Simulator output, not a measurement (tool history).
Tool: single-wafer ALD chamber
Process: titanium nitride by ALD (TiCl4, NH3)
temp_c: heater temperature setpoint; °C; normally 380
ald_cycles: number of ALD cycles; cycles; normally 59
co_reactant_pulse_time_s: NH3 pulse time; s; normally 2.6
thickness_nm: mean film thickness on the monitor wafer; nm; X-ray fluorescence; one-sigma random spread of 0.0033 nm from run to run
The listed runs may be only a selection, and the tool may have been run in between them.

run,hour,temp_c,ald_cycles,co_reactant_pulse_time_s,wafers since the last listed run,hours since the last thermocouple change,hours since the showerhead was replaced,hours since the gauge calibration,"read-back reference wafer on the same gauge, thickness_nm",thickness_nm
1,0,377,59,2.6,0,647.1,2499.2,540.8,1.46,1.315
2,13.7,380,59,2.6,36,660.8,2512.9,554.5,1.46,1.314
3,40.7,380,59,2.6,72,687.8,2539.9,581.5,1.46,1.316
4,74.9,380,59,2.6,91,722,2574.1,615.7,1.46,1.32
# hour 132.1: gauge calibrated
5,177,380,66,2.6,272,824.1,2676.2,44.9,1.459,1.471
6,194.3,380,66,2.6,46,841.4,2693.5,62.2,1.46,1.477
7,222.5,375,59,2.6,75,869.6,2721.7,90.4,1.461,1.315
8,235.5,380,59,2.6,34,882.6,2734.7,103.4,1.46,1.322
# hour 269.9: showerhead replaced
9,270.4,380,59,2.6,71,917.5,0.5,138.3,1.46,1.321
10,287,380,63,2.6,44,934.1,17.1,154.9,1.46,1.403
11,315.1,380,59,2.6,75,962.2,45.2,183,1.461,1.323
12,330.9,380,59,2.6,42,978,61,198.8,1.46,1.32
13,354.7,380,59,2.6,63,1001.8,84.8,222.6,1.46,1.323
14,383.2,380,59,2.6,76,1030.3,113.3,251.1,1.46,1.324
15,413.1,380,59,2.6,79,1060.2,143.2,281,1.459,1.312
16,434.7,380,59,2.6,57,1081.8,164.8,302.6,1.461,1.32
17,466.6,380,59,2.6,85,1113.7,196.7,334.5,1.46,1.322
# hour 474.9: thermocouple changed; heater temperature recalibrated
18,486.7,380,62,2.34,32,11.8,216.8,354.6,1.46,1.373
19,518.1,380,59,2.6,83,43.2,248.2,386,1.46,1.319
20,547.2,389,56,3.39,77,72.3,277.3,415.1,1.461,1.28
21,565.4,392,59,3.19,48,90.5,295.5,433.3,1.46,1.35
22,609,380,59,2.6,116,134.1,339.1,476.9,1.461,1.325
23,634.8,366,70,3.58,68,159.9,364.9,502.7,1.459,1.576
24,666.5,375,55,1.67,84,191.6,396.6,534.4,1.46,1.162
25,701.7,380,53,2.6,94,226.8,431.8,569.6,1.459,1.185
26,714.7,394,66,1.61,34,239.8,444.8,582.6,1.461,1.437

Run 27 is up next; what results do you expect?
27,744.2,384,59,2.18,78,269.3,474.3,612.1,?,?

{"run 27": {"read-back reference wafer on the same gauge, thickness_nm": 1.46, "thickness_nm": 1.304}}
Without the tool's hidden state the same run would have given thickness_nm 1.304 nm.
